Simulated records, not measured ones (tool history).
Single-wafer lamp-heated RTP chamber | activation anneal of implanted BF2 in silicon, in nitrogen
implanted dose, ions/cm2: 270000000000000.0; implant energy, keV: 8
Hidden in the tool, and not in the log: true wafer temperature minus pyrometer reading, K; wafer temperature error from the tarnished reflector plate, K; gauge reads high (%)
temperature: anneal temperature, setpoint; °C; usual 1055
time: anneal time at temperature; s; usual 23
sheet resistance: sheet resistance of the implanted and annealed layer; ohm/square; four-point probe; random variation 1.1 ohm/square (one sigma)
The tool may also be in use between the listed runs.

run,hour,temperature,time,wafers since the last listed run,wafers since the last pyrometer calibration,wafers since the reflector plate was cleaned,hours since the gauge calibration,"read-back reference wafer on the same gauge, sheet resistance",sheet resistance
1,0.0,1055,23,0,2822,3225,272.8,456.30,403.27
2,16.0,1055,23,194,3017,3419,288.8,456.18,404.24
# hour 28.5: gauge calibrated
3,49.7,1055,23,410,3427,3829,21.2,455.88,404.61
4,68.1,1036,23,223,3651,4053,39.6,456.56,412.45
5,81.7,1055,23,165,3816,4219,53.2,456.02,401.57
6,108.2,1055,23,322,4139,4541,79.7,455.75,404.67
7,192.4,1078,13,1024,5163,5566,163.9,455.97,407.39
8,220.9,1078,13,346,5510,5913,192.4,455.85,402.87
# hour 276.8: pyrometer window cleaned and pyrometer calibrated
# hour 300.2: gauge calibrated
9,301.2,1084,23,879,296,6792,1.0,455.56,387.61
10,324.2,1032,35,279,576,7072,24.0,455.49,403.25

The next listed run, before its measurement:
11,342.9,1055,29,227,803,7300,42.7,?,?

{"run 11": {"read-back reference wafer on the same gauge, sheet resistance": 455.9, "sheet resistance": 395.52}}
Without the tool's hidden state the same run would have given sheet resistance 402.62 ohm/square.
